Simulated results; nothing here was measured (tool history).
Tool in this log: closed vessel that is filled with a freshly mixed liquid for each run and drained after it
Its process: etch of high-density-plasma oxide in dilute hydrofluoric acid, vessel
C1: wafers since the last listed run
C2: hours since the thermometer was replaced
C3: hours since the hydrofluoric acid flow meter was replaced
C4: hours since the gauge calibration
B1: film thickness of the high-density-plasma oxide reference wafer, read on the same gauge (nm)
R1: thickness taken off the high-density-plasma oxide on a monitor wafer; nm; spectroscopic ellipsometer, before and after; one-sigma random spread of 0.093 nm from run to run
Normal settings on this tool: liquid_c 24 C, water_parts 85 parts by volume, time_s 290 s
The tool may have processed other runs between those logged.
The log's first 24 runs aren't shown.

Run 25, hour 806.7: usual settings; C1 1216; C2 390.2; C3 178.8; C4 41.9; B1 39.98. Result: R1 18.62 nm.
Run 26, hour 826.3: usual settings but time_s 145 s; C1 993; C2 409.8; C3 198.4; C4 61.5; B1 39.95. Result: R1 9.26 nm.
Run 27, hour 848: usual settings but liquid_c 22.5 C, time_s 425 s; C1 1100; C2 431.5; C3 220.1; C4 83.2; B1 39.96. Result: R1 25.87 nm.
Run 28, hour 876.4: usual settings but liquid_c 21.5 C, time_s 180 s; C1 1439; C2 459.9; C3 248.5; C4 111.6; B1 39.96. Result: R1 10.43 nm.
Run 29, hour 906.7: usual settings but water_parts 110 parts by volume; C1 1536; C2 490.2; C3 278.8; C4 141.9; B1 39.98. Result: R1 14.12 nm.
Run 30, hour 938.6: usual settings but liquid_c 25.5 C, water_parts 110 parts by volume; C1 1617; C2 522.1; C3 310.7; C4 173.8; B1 40.01. Result: R1 14.93 nm.
Run 31, hour 971.8: usual settings but water_parts 95 parts by volume; C1 1683; C2 555.3; C3 343.9; C4 207; B1 40.03. Result: R1 16.57 nm.
Run 32, hour 983.9: usual settings; C1 613; C2 567.4; C3 356; C4 219.1; B1 39.99. Result: R1 18.63 nm.

4 ways to go on from here, each from the tool as it stands after run 32. What would each give?
Run A, hour 984.6: usual settings; C1 35; C2 568.1; C3 356.7; C4 219.8; B1 ?. Result: R1 ?.
Run B, hour 984.6: usual settings but liquid_c 20.5 C, water_parts 45 parts by volume, time_s 365 s; C1 35; C2 568.1; C3 356.7; C4 219.8; B1 ?. Result: R1 ?.
Run C, hour 984.6: usual settings but water_parts 115 parts by volume, time_s 215 s; C1 35; C2 568.1; C3 356.7; C4 219.8; B1 ?. Result: R1 ?.
Run D, hour 984.6: usual settings but liquid_c 28.5 C, water_parts 55 parts by volume, time_s 345 s; C1 35; C2 568.1; C3 356.7; C4 219.8; B1 ?. Result: R1 ?.

run     B1     R1
  A  39.96  18.64
  B  39.96  40.32
  C  39.96   9.85
  D  39.96   42.7
What these runs would have given with no unlogged condition in the tool:
run     R1
  A  18.64
  B  40.32
  C   9.85
  D   42.7
